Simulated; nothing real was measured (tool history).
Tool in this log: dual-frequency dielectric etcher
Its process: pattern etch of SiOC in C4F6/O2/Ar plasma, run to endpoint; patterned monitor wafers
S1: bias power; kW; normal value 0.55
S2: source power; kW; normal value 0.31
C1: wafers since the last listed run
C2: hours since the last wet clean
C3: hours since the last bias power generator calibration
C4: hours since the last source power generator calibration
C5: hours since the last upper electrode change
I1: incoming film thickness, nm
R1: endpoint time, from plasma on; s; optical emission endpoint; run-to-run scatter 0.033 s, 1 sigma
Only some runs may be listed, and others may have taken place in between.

run     day     S1    S2    C1     C2      C3      C4      C5     I1    R1
  1       0   0.55  0.31     0  255.1  1464.6    4096  2188.3  31.17  11.4
  2   0.521   0.51  0.31   305  267.6  1477.1  4108.5  2200.8  30.99  11.5
  3   1.167   0.46  0.31   378  283.1  1492.6    4124  2216.3  30.83  11.8
  4   2.392   0.46  0.33   718  312.5    1522  4153.4  2245.7  31.05  11.6
  5   3.567   0.46  0.33   689  340.7  1550.2  4181.6  2273.9  31.16  11.8
  6   4.588   0.46  0.33   598  365.2  1574.7  4206.1  2298.4  30.85  11.7
      6.167  -- wet clean of the chamber
  7    7.95   0.55  0.29  1385   42.8  1655.4  4286.8  2379.1  31.14  11.3
  8   8.838   0.55  0.29   520   64.1  1676.7  4308.1  2400.4  31.22  11.4
     10.429  -- upper electrode replaced
  9   10.45   0.55  0.31   359  102.8  1715.4  4346.8     0.5  30.94  11.1
       11.1  -- source power generator calibrated
 10  11.121   0.55  0.31   295  118.9  1731.5     0.5    16.6  31.15  11.1
     11.654  -- bias power generator calibrated
 11  12.267   0.55  0.31   574  146.4    14.7      28    44.1  31.14  11.2
 12  13.579   0.55  0.31   769  177.9    46.2    59.5    75.6  31.16  11.3
 13  14.838  0.597  0.33   738  208.1    76.4    89.7   105.8  31.11  10.7
 14  15.967  0.597  0.33   662  235.2   103.5   116.8   132.9  31.19  10.8
 15   16.85   0.55  0.28   518  256.4   124.7     138   154.1  31.35  11.9
 16  17.583   0.55  0.31   430    274   142.3   155.6   171.7  31.31  11.4
     19.483  -- wet clean of the chamber
 17  19.504   0.55  0.31   540    0.5   188.4   201.7   217.8  30.72  10.8
 18  19.771  0.593  0.31   156    6.9   194.8   208.1   224.2  31.07  10.7
 19  20.746  0.426  0.39   571   30.3   218.2   231.5   247.6  30.97  10.8
 20  21.442  0.461  0.35   408     47   234.9   248.2   264.3  31.15  11.1
 21  22.717  0.654  0.36   747   77.6   265.5   278.8   294.9  31.37    10
 22  24.021   0.55  0.31   764  108.9   296.8   310.1   326.2  30.98  11.1
 23  24.633  0.585  0.26   359  123.6   311.5   324.8   340.9  31.11  11.7
 24  25.604  0.473  0.33   569  146.9   334.8   348.1   364.2  30.99  11.4
 25  26.142  0.598  0.34   315  159.8   347.7     361   377.1  31.01  10.5
 26  26.775   0.55  0.31   371    175   362.9   376.2   392.3  30.89  11.1
 27  27.612  0.662  0.26   491  195.1     383   396.3   412.4  31.38  11.4
 28  29.938  0.504  0.26  1363  250.9   438.8   452.1   468.2  30.84  12.2

What if the next run were any one of these 5? Each begins from the tool's condition after run 28:
  A  29.954   0.55  0.26   9  251.3  439.2  452.5  468.6  30.96   ?
  B  29.954  0.679  0.26   9  251.3  439.2  452.5  468.6  30.96   ?
  C  29.954   0.55  0.37   9  251.3  439.2  452.5  468.6  30.96   ?
  D  29.954  0.687  0.26   9  251.3  439.2  452.5  468.6  30.96   ?
  E  29.954  0.672  0.35   9  251.3  439.2  452.5  468.6  30.96   ?

run    R1
  A    12
  B  11.3
  C  10.5
  D  11.2
  E  10.1
Without the tool's hidden state the same runs would have given:
run    R1
  A  11.7
  B    11
  C  10.2
  D  10.9
  E   9.9
